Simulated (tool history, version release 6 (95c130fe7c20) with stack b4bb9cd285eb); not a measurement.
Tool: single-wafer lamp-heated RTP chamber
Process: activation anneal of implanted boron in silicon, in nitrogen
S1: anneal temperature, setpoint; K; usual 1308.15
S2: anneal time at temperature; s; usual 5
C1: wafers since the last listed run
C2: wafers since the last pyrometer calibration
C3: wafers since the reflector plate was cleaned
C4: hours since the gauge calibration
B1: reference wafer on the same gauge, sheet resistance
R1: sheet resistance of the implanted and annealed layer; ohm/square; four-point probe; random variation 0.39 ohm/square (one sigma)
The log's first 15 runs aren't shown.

-- hour=244.5 pyrometer window cleaned and pyrometer calibrated
run 16 hour=259.8 | S1=1335.15 S2=4 | C1=566 C2=206 C3=10901 C4=355.6 | B1=286.46 | R1=253.29
-- hour=279.3 reflector plate cleaned
run 17 hour=289.9 | S1=1308.15 S2=5 | C1=298 C2=505 C3=143 C4=385.7 | B1=286.37 | R1=253.57
-- hour=293.9 gauge calibrated
run 18 hour=296.1 | S1=1308.15 S2=5 | C1=83 C2=589 C3=227 C4=2.2 | B1=292.07 | R1=258.41
run 19 hour=305.4 | S1=1308.15 S2=6 | C1=125 C2=714 C3=352 C4=11.5 | B1=291.76 | R1=257.96
run 20 hour=317.5 | S1=1308.15 S2=5 | C1=163 C2=878 C3=516 C4=23.6 | B1=291.37 | R1=257.88
run 21 hour=334.0 | S1=1308.15 S2=5 | C1=223 C2=1101 C3=739 C4=40.1 | B1=290.75 | R1=257.21
run 22 hour=340.2 | S1=1329.15 S2=3 | C1=83 C2=1185 C3=823 C4=46.3 | B1=290.78 | R1=256.97
run 23 hour=363.1 | S1=1308.15 S2=5 | C1=309 C2=1495 C3=1133 C4=69.2 | B1=290.11 | R1=256.95
-- hour=396.2 pyrometer window cleaned and pyrometer calibrated
run 24 hour=416.7 | S1=1329.15 S2=7 | C1=616 C2=277 C3=1749 C4=122.8 | B1=289.28 | R1=255.16
run 25 hour=427.9 | S1=1308.15 S2=8 | C1=151 C2=428 C3=1901 C4=134.0 | B1=289.09 | R1=255.58
run 26 hour=442.5 | S1=1308.15 S2=4 | C1=197 C2=625 C3=2098 C4=148.6 | B1=288.87 | R1=255.86
run 27 hour=450.7 | S1=1300.15 S2=5 | C1=110 C2=736 C3=2209 C4=156.8 | B1=288.79 | R1=256.39
run 28 hour=458.7 | S1=1318.15 S2=5 | C1=108 C2=844 C3=2317 C4=164.8 | B1=288.70 | R1=255.13
run 29 hour=469.1 | S1=1279.15 S2=5 | C1=140 C2=985 C3=2458 C4=175.2 | B1=288.49 | R1=258.93
run 30 hour=482.2 | S1=1337.15 S2=6 | C1=177 C2=1162 C3=2635 C4=188.3 | B1=288.64 | R1=254.58
run 31 hour=498.6 | S1=1319.15 S2=3 | C1=221 C2=1384 C3=2856 C4=204.7 | B1=288.41 | R1=255.98
run 32 hour=507.3 | S1=1337.15 S2=5 | C1=117 C2=1501 C3=2974 C4=213.4 | B1=288.42 | R1=254.39
run 33 hour=521.3 | S1=1335.15 S2=4 | C1=189 C2=1691 C3=3163 C4=227.4 | B1=288.19 | R1=254.49
run 34 hour=529.0 | S1=1299.15 S2=5 | C1=104 C2=1795 C3=3267 C4=235.1 | B1=288.28 | R1=255.31
run 35 hour=536.6 | S1=1308.15 S2=5 | C1=102 C2=1898 C3=3370 C4=242.7 | B1=288.35 | R1=254.62
run 36 hour=544.8 | S1=1294.15 S2=7 | C1=110 C2=2009 C3=3481 C4=250.9 | B1=288.23 | R1=255.27

Forecast each of these 5 alternatives for the next run:
run A hour=545.2 | S1=1308.15 S2=5 | C1=5 C2=2014 C3=3487 C4=251.3 | B1=? | R1=?
run B hour=545.2 | S1=1296.15 S2=5 | C1=5 C2=2014 C3=3487 C4=251.3 | B1=? | R1=?
run C hour=545.2 | S1=1321.15 S2=3 | C1=5 C2=2014 C3=3487 C4=251.3 | B1=? | R1=?
run D hour=545.2 | S1=1317.15 S2=5 | C1=5 C2=2014 C3=3487 C4=251.3 | B1=? | R1=?
run E hour=545.2 | S1=1308.15 S2=3 | C1=5 C2=2014 C3=3487 C4=251.3 | B1=? | R1=?

run=A B1=288.02 R1=255.38
run=B B1=288.02 R1=256.18
run=C B1=288.02 R1=255.51
run=D B1=288.02 R1=255.04
run=E B1=288.02 R1=255.89
Without the tool's hidden state the same runs would have given:
run=A R1=257.92
run=B R1=258.73
run=C R1=258.05
run=D R1=257.58
run=E R1=258.43

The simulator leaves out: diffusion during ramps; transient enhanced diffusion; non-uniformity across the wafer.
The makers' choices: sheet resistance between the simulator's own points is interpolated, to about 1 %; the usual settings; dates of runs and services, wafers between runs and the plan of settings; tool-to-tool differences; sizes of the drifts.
